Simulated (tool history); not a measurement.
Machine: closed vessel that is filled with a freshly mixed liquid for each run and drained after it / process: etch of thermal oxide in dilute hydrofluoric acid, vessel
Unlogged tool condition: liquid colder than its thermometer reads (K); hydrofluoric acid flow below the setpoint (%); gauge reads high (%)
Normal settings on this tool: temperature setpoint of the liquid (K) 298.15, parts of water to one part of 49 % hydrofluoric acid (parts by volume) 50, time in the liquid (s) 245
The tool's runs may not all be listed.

run	day	temperature setpoint of the liquid (K)	parts of water to one part of 49 % hydrofluoric acid (parts by volume)	time in the liquid (s)	wafers since the last listed run	hours since the thermometer was replaced	hours since the hydrofluoric acid flow meter was replaced	hours since the gauge calibration	read-back film thickness of the thermal oxide reference wafer, read on the same gauge (nm)	thickness taken off the thermal oxide on a monitor wafer (angstrom)
1	0.000	298.15	50	245	0	1848.1	2031.0	85.7	139.98	203.4
2	1.000	298.15	50	245	2062	1872.1	2055.0	109.7	139.98	204.0
3	1.912	298.15	50	245	1881	1894.0	2076.9	131.6	140.03	202.5
4	2.675	298.15	50	245	1572	1912.3	2095.2	149.9	140.00	202.0
5	4.154	298.15	60	245	3050	1947.8	2130.7	185.4	140.03	165.7
6	5.375	298.15	60	245	2517	1977.1	2160.0	214.7	140.01	164.7
7	6.483	298.15	60	245	2285	2003.7	2186.6	241.3	140.02	165.3
8	7.267	298.15	50	245	1615	2022.5	2205.4	260.1	140.04	198.6

Run 9, settings as shown, results not yet in. Your forecast:
9	8.138	302.65	50	245	1795	2043.4	2226.3	281.0	?	?

{"run 9": {"read-back film thickness of the thermal oxide reference wafer, read on the same gauge (nm)": 140.01, "thickness taken off the thermal oxide on a monitor wafer (angstrom)": 241.0}}
Had the tool carried no hidden state, the very same run would have given thickness taken off the thermal oxide on a monitor wafer (angstrom) 278.8.

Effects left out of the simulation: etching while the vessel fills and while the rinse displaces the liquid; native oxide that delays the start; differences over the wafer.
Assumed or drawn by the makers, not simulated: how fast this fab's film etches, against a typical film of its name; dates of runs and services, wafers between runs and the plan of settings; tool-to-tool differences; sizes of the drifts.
